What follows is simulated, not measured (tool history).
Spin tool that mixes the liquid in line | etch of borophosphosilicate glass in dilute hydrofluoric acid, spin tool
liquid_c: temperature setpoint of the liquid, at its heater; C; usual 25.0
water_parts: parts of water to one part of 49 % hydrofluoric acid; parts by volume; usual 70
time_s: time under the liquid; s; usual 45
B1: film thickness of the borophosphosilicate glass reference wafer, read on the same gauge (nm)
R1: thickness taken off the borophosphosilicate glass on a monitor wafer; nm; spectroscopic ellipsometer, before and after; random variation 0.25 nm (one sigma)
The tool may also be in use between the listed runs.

run 1 hour=0.0 | liquid_c=25.0 water_parts=70 time_s=45 | B1=30.00 | R1=24.55
run 2 hour=51.0 | liquid_c=25.0 water_parts=70 time_s=65 | B1=30.00 | R1=35.17
run 3 hour=98.2 | liquid_c=25.0 water_parts=70 time_s=65 | B1=30.00 | R1=35.11
run 4 hour=124.5 | liquid_c=25.0 water_parts=70 time_s=55 | B1=30.02 | R1=29.59
run 5 hour=164.2 | liquid_c=25.0 water_parts=70 time_s=55 | B1=29.98 | R1=29.45
run 6 hour=211.7 | liquid_c=29.0 water_parts=70 time_s=45 | B1=29.99 | R1=28.72
run 7 hour=242.7 | liquid_c=29.0 water_parts=70 time_s=45 | B1=30.01 | R1=28.29
run 8 hour=295.5 | liquid_c=23.5 water_parts=45 time_s=30 | B1=30.03 | R1=24.44
run 9 hour=359.0 | liquid_c=28.0 water_parts=70 time_s=45 | B1=29.97 | R1=26.59
-- hour=385.8 hydrofluoric acid flow meter replaced
run 10 hour=417.2 | liquid_c=23.5 water_parts=35 time_s=65 | B1=30.02 | R1=71.60
run 11 hour=448.4 | liquid_c=20.5 water_parts=70 time_s=45 | B1=30.02 | R1=21.01
run 12 hour=491.9 | liquid_c=25.0 water_parts=70 time_s=45 | B1=30.05 | R1=25.04
run 13 hour=521.3 | liquid_c=27.5 water_parts=70 time_s=60 | B1=29.96 | R1=36.80
run 14 hour=547.0 | liquid_c=25.0 water_parts=105 time_s=20 | B1=30.02 | R1=7.14
run 15 hour=598.3 | liquid_c=21.0 water_parts=55 time_s=45 | B1=29.99 | R1=27.30
run 16 hour=662.0 | liquid_c=25.0 water_parts=70 time_s=45 | B1=29.98 | R1=25.05
run 17 hour=693.3 | liquid_c=22.5 water_parts=90 time_s=60 | B1=29.99 | R1=22.39
run 18 hour=753.6 | liquid_c=25.0 water_parts=70 time_s=45 | B1=29.97 | R1=24.37
run 19 hour=785.8 | liquid_c=25.0 water_parts=70 time_s=45 | B1=29.97 | R1=24.59
run 20 hour=832.5 | liquid_c=25.0 water_parts=40 time_s=30 | B1=29.99 | R1=29.81
run 21 hour=889.7 | liquid_c=25.0 water_parts=35 time_s=45 | B1=30.00 | R1=51.15
-- hour=930.3 gauge calibrated
run 22 hour=935.0 | liquid_c=21.5 water_parts=70 time_s=45 | B1=30.00 | R1=21.07
run 23 hour=996.9 | liquid_c=25.0 water_parts=70 time_s=45 | B1=30.00 | R1=23.62
run 24 hour=1052.1 | liquid_c=23.0 water_parts=45 time_s=65 | B1=30.02 | R1=51.16
run 25 hour=1107.4 | liquid_c=25.0 water_parts=95 time_s=50 | B1=30.00 | R1=18.96
run 26 hour=1163.0 | liquid_c=21.0 water_parts=50 time_s=45 | B1=29.98 | R1=28.86
run 27 hour=1225.0 | liquid_c=25.0 water_parts=70 time_s=25 | B1=30.00 | R1=13.26
run 28 hour=1281.8 | liquid_c=25.0 water_parts=70 time_s=45 | B1=29.97 | R1=23.50
run 29 hour=1310.9 | liquid_c=25.0 water_parts=70 time_s=45 | B1=30.00 | R1=23.55
run 30 hour=1368.1 | liquid_c=27.5 water_parts=95 time_s=40 | B1=30.01 | R1=16.50
run 31 hour=1468.7 | liquid_c=25.0 water_parts=100 time_s=30 | B1=30.03 | R1=10.33

What the log doesn't show, run by run:
gauge reads high (%): 0 in every run
H1: liquid colder than its thermometer reads (K)
H2: hydrofluoric acid flow below the setpoint (%)
run=1 H1=0.199 H2=4.17
run=2 H1=0.235 H2=4.36
run=3 H1=0.269 H2=4.55
run=4 H1=0.288 H2=4.65
run=5 H1=0.317 H2=4.8
run=6 H1=0.351 H2=4.98
run=7 H1=0.373 H2=5.1
run=8 H1=0.411 H2=5.31
run=9 H1=0.457 H2=5.55
run=10 H1=0.499 H2=0.464
run=11 H1=0.521 H2=0.584
run=12 H1=0.552 H2=0.751
run=13 H1=0.573 H2=0.865
run=14 H1=0.592 H2=0.964
run=15 H1=0.629 H2=1.16
run=16 H1=0.675 H2=1.41
run=17 H1=0.697 H2=1.53
run=18 H1=0.74 H2=1.76
run=19 H1=0.763 H2=1.88
run=20 H1=0.797 H2=2.06
run=21 H1=0.838 H2=2.28
run=22 H1=0.871 H2=2.46
run=23 H1=0.915 H2=2.7
run=24 H1=0.955 H2=2.91
run=25 H1=0.995 H2=3.12
run=26 H1=1.03 H2=3.34
run=27 H1=1.08 H2=3.58
run=28 H1=1.12 H2=3.79
run=29 H1=1.14 H2=3.91
run=30 H1=1.18 H2=4.13
run=31 H1=1.25 H2=4.51
